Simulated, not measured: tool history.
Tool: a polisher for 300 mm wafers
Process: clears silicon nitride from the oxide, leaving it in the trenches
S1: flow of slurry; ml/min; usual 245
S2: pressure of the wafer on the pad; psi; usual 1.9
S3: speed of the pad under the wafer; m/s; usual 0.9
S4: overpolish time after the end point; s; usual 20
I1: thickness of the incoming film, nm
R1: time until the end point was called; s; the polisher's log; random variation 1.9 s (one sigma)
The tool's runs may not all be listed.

Run 1, hour 0: usual settings; I1 95.3. Result: R1 170.1 s.
At hour 63.1: slurry nozzle cleaned.
Run 2, hour 82.1: usual settings; I1 96.6. Result: R1 158.9 s.
At hour 146.3: worn pad replaced by a new one.
At hour 169.1: head pressure recalibrated.
Run 3, hour 241: usual settings but S3 1.14 m/s, S4 29 s; I1 95.8. Result: R1 125 s.
Run 4, hour 284.9: usual settings but S4 15 s; I1 95.7. Result: R1 160 s.
Run 5, hour 352.7: usual settings; I1 93.7. Result: R1 160.4 s.
Run 6, hour 438.5: usual settings but S2 2.4 psi; I1 93.1. Result: R1 126.8 s.
Run 7, hour 509.1: usual settings but S2 2.4 psi; I1 95. Result: R1 132.2 s.
Run 8, hour 589: usual settings but S2 2.4 psi; I1 94.9. Result: R1 133.4 s.
Run 9, hour 693.5: usual settings but S3 0.98 m/s; I1 94. Result: R1 150.7 s.
Run 10, hour 754.6: usual settings but S2 2.2 psi; I1 96. Result: R1 146.7 s.
At hour 783.9: slurry nozzle cleaned.
At hour 848.8: worn pad replaced by a new one.
Run 11, hour 852.4: usual settings; I1 94.5. Result: R1 155.8 s.
At hour 886.2: head pressure recalibrated.
Run 12, hour 959.3: usual settings but S4 8 s; I1 95.2. Result: R1 159.4 s.
Run 13, hour 1015.9: usual settings but S2 2.5 psi; I1 96.4. Result: R1 127.5 s.
Run 14, hour 1118.4: usual settings; I1 96.2. Result: R1 164.1 s.
Run 15, hour 1199.5: usual settings but S1 170 ml/min, S2 2.2 psi, S3 1.08 m/s, S4 26 s; I1 95.5. Result: R1 132.6 s.
Run 16, hour 1303.5: usual settings but S2 1.2 psi, S4 30 s; I1 95. Result: R1 251.2 s.
Run 17, hour 1392.1: usual settings but S2 2.1 psi; I1 95.1. Result: R1 153.3 s.
Run 18, hour 1466.3: usual settings but S2 1.7 psi, S3 0.68 m/s, S4 13 s; I1 93.2. Result: R1 240 s.
At hour 1525: slurry nozzle cleaned.
Run 19, hour 1553.1: usual settings but S1 300 ml/min, S2 2.1 psi, S3 1.08 m/s; I1 96.5. Result: R1 116.4 s.
At hour 1610.6: head pressure recalibrated.
Run 20, hour 1630.9: usual settings but S3 0.8 m/s; I1 95. Result: R1 175.8 s.
At hour 1668.8: worn pad replaced by a new one.
Run 21, hour 1669.3: usual settings; I1 96.4. Result: R1 160.4 s.
Run 22, hour 1709.5: usual settings but S1 205 ml/min, S2 1.3 psi, S4 25 s; I1 94.6. Result: R1 236 s.
Run 23, hour 1777: usual settings but S2 1.7 psi, S4 8 s; I1 93.9. Result: R1 177.6 s.
Run 24, hour 1849.3: usual settings but S1 280 ml/min; I1 95.1. Result: R1 159.2 s.
Run 25, hour 1944.7: usual settings; I1 95.3. Result: R1 167.4 s.
Run 26, hour 1990.6: usual settings but S2 1.5 psi, S4 30 s; I1 95.5. Result: R1 207.2 s.
Run 27, hour 2092.1: usual settings but S1 170 ml/min, S2 2.2 psi, S3 1.08 m/s, S4 26 s; I1 96.3. Result: R1 136.8 s.
Run 28, hour 2185.4: usual settings but S2 2.1 psi, S3 1.16 m/s, S4 8 s; I1 95.3. Result: R1 120.3 s.
Run 29, hour 2252: usual settings; I1 93.6. Result: R1 166.9 s.
Run 30, hour 2307.9: usual settings but S2 1.4 psi; I1 93.7. Result: R1 220.5 s.
At hour 2324.5: slurry nozzle cleaned.
Run 31, hour 2377.8: usual settings; I1 95. Result: R1 155.6 s.
At hour 2405.9: head pressure recalibrated.
Run 32, hour 2421.9: usual settings but S1 175 ml/min, S2 1.3 psi, S3 1 m/s; I1 96.4. Result: R1 217.7 s.
Run 33, hour 2481.5: usual settings but S1 180 ml/min, S2 1.2 psi, S3 0.74 m/s, S4 17 s; I1 95.5. Result: R1 319 s.
At hour 2495.4: worn pad replaced by a new one.
Run 34, hour 2687.1: usual settings but S4 24 s; I1 95.9. Result: R1 169.6 s.
Run 35, hour 2791: usual settings but S4 10 s; I1 94.2. Result: R1 167.8 s.

Forecast each of these 5 alternatives for the next run:
Run A, hour 2791.5: usual settings but S1 320 ml/min; I1 95.2. Result: R1 ?.
Run B, hour 2791.5: usual settings but S1 165 ml/min; I1 95.2. Result: R1 ?.
Run C, hour 2791.5: usual settings but S1 325 ml/min, S2 2.2 psi, S3 1.2 m/s, S4 14 s; I1 95.2. Result: R1 ?.
Run D, hour 2791.5: usual settings but S1 190 ml/min, S2 1.6 psi, S3 0.64 m/s; I1 95.2. Result: R1 ?.
Run E, hour 2791.5: usual settings but S1 220 ml/min; I1 95.2. Result: R1 ?.

run     R1
  A  161.2
  B  188.5
  C    105
  D  298.2
  E  173.6
Without the tool's hidden state the same runs would have given:
run     R1
  A  150.1
  B  163.9
  C   97.9
  D  264.1
  E  156.5

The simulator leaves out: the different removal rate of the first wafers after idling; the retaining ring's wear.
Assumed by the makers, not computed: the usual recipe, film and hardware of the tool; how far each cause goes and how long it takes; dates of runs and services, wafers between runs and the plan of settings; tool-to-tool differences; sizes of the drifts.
